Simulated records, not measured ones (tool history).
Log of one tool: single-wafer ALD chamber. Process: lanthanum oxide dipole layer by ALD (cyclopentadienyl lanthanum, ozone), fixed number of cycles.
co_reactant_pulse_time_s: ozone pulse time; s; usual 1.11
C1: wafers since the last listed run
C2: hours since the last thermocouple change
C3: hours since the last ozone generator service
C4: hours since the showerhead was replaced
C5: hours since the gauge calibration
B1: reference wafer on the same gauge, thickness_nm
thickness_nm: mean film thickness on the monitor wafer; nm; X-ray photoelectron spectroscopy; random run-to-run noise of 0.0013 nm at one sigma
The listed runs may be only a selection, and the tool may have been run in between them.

{"run": 1, "hour": 0.0, "co_reactant_pulse_time_s": 1.25, "C1": 0, "C2": 973.8, "C3": 336.2, "C4": 7128.2, "C5": 636.3, "B1": 0.477, "thickness_nm": 0.51}
{"run": 2, "hour": 67.3, "co_reactant_pulse_time_s": 1.25, "C1": 1422, "C2": 1041.1, "C3": 403.5, "C4": 7195.5, "C5": 703.6, "B1": 0.477, "thickness_nm": 0.512}
{"run": 3, "hour": 101.3, "co_reactant_pulse_time_s": 1.25, "C1": 718, "C2": 1075.1, "C3": 437.5, "C4": 7229.5, "C5": 737.6, "B1": 0.477, "thickness_nm": 0.512}
{"run": 4, "hour": 143.8, "co_reactant_pulse_time_s": 1.11, "C1": 898, "C2": 1117.6, "C3": 480, "C4": 7272, "C5": 780.1, "B1": 0.477, "thickness_nm": 0.496}
{"run": 5, "hour": 175.0, "co_reactant_pulse_time_s": 1.37, "C1": 659, "C2": 1148.8, "C3": 511.2, "C4": 7303.2, "C5": 811.3, "B1": 0.477, "thickness_nm": 0.523}
{"hour": 194.8, "done": "thermocouple changed; heater temperature recalibrated"}
{"run": 6, "hour": 345.6, "co_reactant_pulse_time_s": 1.37, "C1": 3435, "C2": 150.8, "C3": 681.8, "C4": 7473.8, "C5": 981.9, "B1": 0.477, "thickness_nm": 0.521}
{"run": 7, "hour": 399.1, "co_reactant_pulse_time_s": 1.37, "C1": 1130, "C2": 204.3, "C3": 735.3, "C4": 7527.3, "C5": 1035.4, "B1": 0.477, "thickness_nm": 0.519}
{"run": 8, "hour": 439.3, "co_reactant_pulse_time_s": 0.9, "C1": 849, "C2": 244.5, "C3": 775.5, "C4": 7567.5, "C5": 1075.6, "B1": 0.477, "thickness_nm": 0.468}
{"run": 9, "hour": 488.2, "co_reactant_pulse_time_s": 0.9, "C1": 1033, "C2": 293.4, "C3": 824.4, "C4": 7616.4, "C5": 1124.5, "B1": 0.477, "thickness_nm": 0.471}
{"run": 10, "hour": 529.7, "co_reactant_pulse_time_s": 1.3, "C1": 876, "C2": 334.9, "C3": 865.9, "C4": 7657.9, "C5": 1166, "B1": 0.477, "thickness_nm": 0.513}
{"hour": 745.1, "done": "showerhead replaced"}
{"run": 11, "hour": 745.6, "co_reactant_pulse_time_s": 1.3, "C1": 4392, "C2": 550.8, "C3": 1081.8, "C4": 0.5, "C5": 1381.9, "B1": 0.477, "thickness_nm": 0.515}
{"run": 12, "hour": 777.3, "co_reactant_pulse_time_s": 1.11, "C1": 669, "C2": 582.5, "C3": 1113.5, "C4": 32.2, "C5": 1413.6, "B1": 0.477, "thickness_nm": 0.498}
{"run": 13, "hour": 869.2, "co_reactant_pulse_time_s": 1.44, "C1": 1941, "C2": 674.4, "C3": 1205.4, "C4": 124.1, "C5": 1505.5, "B1": 0.477, "thickness_nm": 0.52}
{"run": 14, "hour": 935.5, "co_reactant_pulse_time_s": 1.44, "C1": 1400, "C2": 740.7, "C3": 1271.7, "C4": 190.4, "C5": 1571.8, "B1": 0.477, "thickness_nm": 0.524}
{"run": 15, "hour": 980.3, "co_reactant_pulse_time_s": 1.33, "C1": 946, "C2": 785.5, "C3": 1316.5, "C4": 235.2, "C5": 1616.6, "B1": 0.477, "thickness_nm": 0.516}
{"run": 16, "hour": 1034.1, "co_reactant_pulse_time_s": 0.91, "C1": 1136, "C2": 839.3, "C3": 1370.3, "C4": 289, "C5": 1670.4, "B1": 0.477, "thickness_nm": 0.467}
{"run": 17, "hour": 1061.9, "co_reactant_pulse_time_s": 0.77, "C1": 587, "C2": 867.1, "C3": 1398.1, "C4": 316.8, "C5": 1698.2, "B1": 0.477, "thickness_nm": 0.441}
{"hour": 1081.7, "done": "gauge calibrated"}
{"run": 18, "hour": 1111.3, "co_reactant_pulse_time_s": 1.38, "C1": 1043, "C2": 916.5, "C3": 1447.5, "C4": 366.2, "C5": 29.6, "B1": 0.477, "thickness_nm": 0.517}
{"run": 19, "hour": 1180.2, "co_reactant_pulse_time_s": 1.11, "C1": 1455, "C2": 985.4, "C3": 1516.4, "C4": 435.1, "C5": 98.5, "B1": 0.477, "thickness_nm": 0.495}
{"hour": 1199.9, "done": "ozone generator serviced"}
{"run": 20, "hour": 1237.9, "co_reactant_pulse_time_s": 1.5, "C1": 1050, "C2": 1043.1, "C3": 38, "C4": 492.8, "C5": 156.2, "B1": 0.477, "thickness_nm": 0.532}
{"run": 21, "hour": 1284.5, "co_reactant_pulse_time_s": 0.83, "C1": 984, "C2": 1089.7, "C3": 84.6, "C4": 539.4, "C5": 202.8, "B1": 0.477, "thickness_nm": 0.462}
{"run": 22, "hour": 1321.9, "co_reactant_pulse_time_s": 1.11, "C1": 790, "C2": 1127.1, "C3": 122, "C4": 576.8, "C5": 240.2, "B1": 0.477, "thickness_nm": 0.499}
{"hour": 1339.0, "done": "thermocouple changed; heater temperature recalibrated"}
{"run": 23, "hour": 1391.1, "co_reactant_pulse_time_s": 1.11, "C1": 1293, "C2": 52.1, "C3": 191.2, "C4": 646, "C5": 309.4, "B1": 0.477, "thickness_nm": 0.499}
{"run": 24, "hour": 1458.5, "co_reactant_pulse_time_s": 0.79, "C1": 1424, "C2": 119.5, "C3": 258.6, "C4": 713.4, "C5": 376.8, "B1": 0.477, "thickness_nm": 0.453}
{"run": 25, "hour": 1523.2, "co_reactant_pulse_time_s": 0.93, "C1": 1367, "C2": 184.2, "C3": 323.3, "C4": 778.1, "C5": 441.5, "B1": 0.477, "thickness_nm": 0.474}
{"run": 26, "hour": 1581.1, "co_reactant_pulse_time_s": 0.85, "C1": 1223, "C2": 242.1, "C3": 381.2, "C4": 836, "C5": 499.4, "B1": 0.477, "thickness_nm": 0.466}
{"run": 27, "hour": 1645.6, "co_reactant_pulse_time_s": 0.76, "C1": 1362, "C2": 306.6, "C3": 445.7, "C4": 900.5, "C5": 563.9, "B1": 0.477, "thickness_nm": 0.447}
{"run": 28, "hour": 1697.3, "co_reactant_pulse_time_s": 1.34, "C1": 1092, "C2": 358.3, "C3": 497.4, "C4": 952.2, "C5": 615.6, "B1": 0.477, "thickness_nm": 0.52}
{"run": 29, "hour": 1740.5, "co_reactant_pulse_time_s": 1.41, "C1": 912, "C2": 401.5, "C3": 540.6, "C4": 995.4, "C5": 658.8, "B1": 0.477, "thickness_nm": 0.525}

Forecast each of these 4 alternatives for the next run:
{"run": "A", "hour": 1740.9, "co_reactant_pulse_time_s": 1.31, "C1": 8, "C2": 401.9, "C3": 541, "C4": 995.8, "C5": 659.2, "B1": "?", "thickness_nm": "?"}
{"run": "B", "hour": 1740.9, "co_reactant_pulse_time_s": 1.29, "C1": 8, "C2": 401.9, "C3": 541, "C4": 995.8, "C5": 659.2, "B1": "?", "thickness_nm": "?"}
{"run": "C", "hour": 1740.9, "co_reactant_pulse_time_s": 1.53, "C1": 8, "C2": 401.9, "C3": 541, "C4": 995.8, "C5": 659.2, "B1": "?", "thickness_nm": "?"}
{"run": "D", "hour": 1740.9, "co_reactant_pulse_time_s": 0.72, "C1": 8, "C2": 401.9, "C3": 541, "C4": 995.8, "C5": 659.2, "B1": "?", "thickness_nm": "?"}

run=A B1=0.477 thickness_nm=0.515
run=B B1=0.477 thickness_nm=0.513
run=C B1=0.477 thickness_nm=0.529
run=D B1=0.477 thickness_nm=0.436
Stripped of hidden state, with their random variation kept, the same runs would have yielded:
run=A thickness_nm=0.516
run=B thickness_nm=0.515
run=C thickness_nm=0.53
run=D thickness_nm=0.439
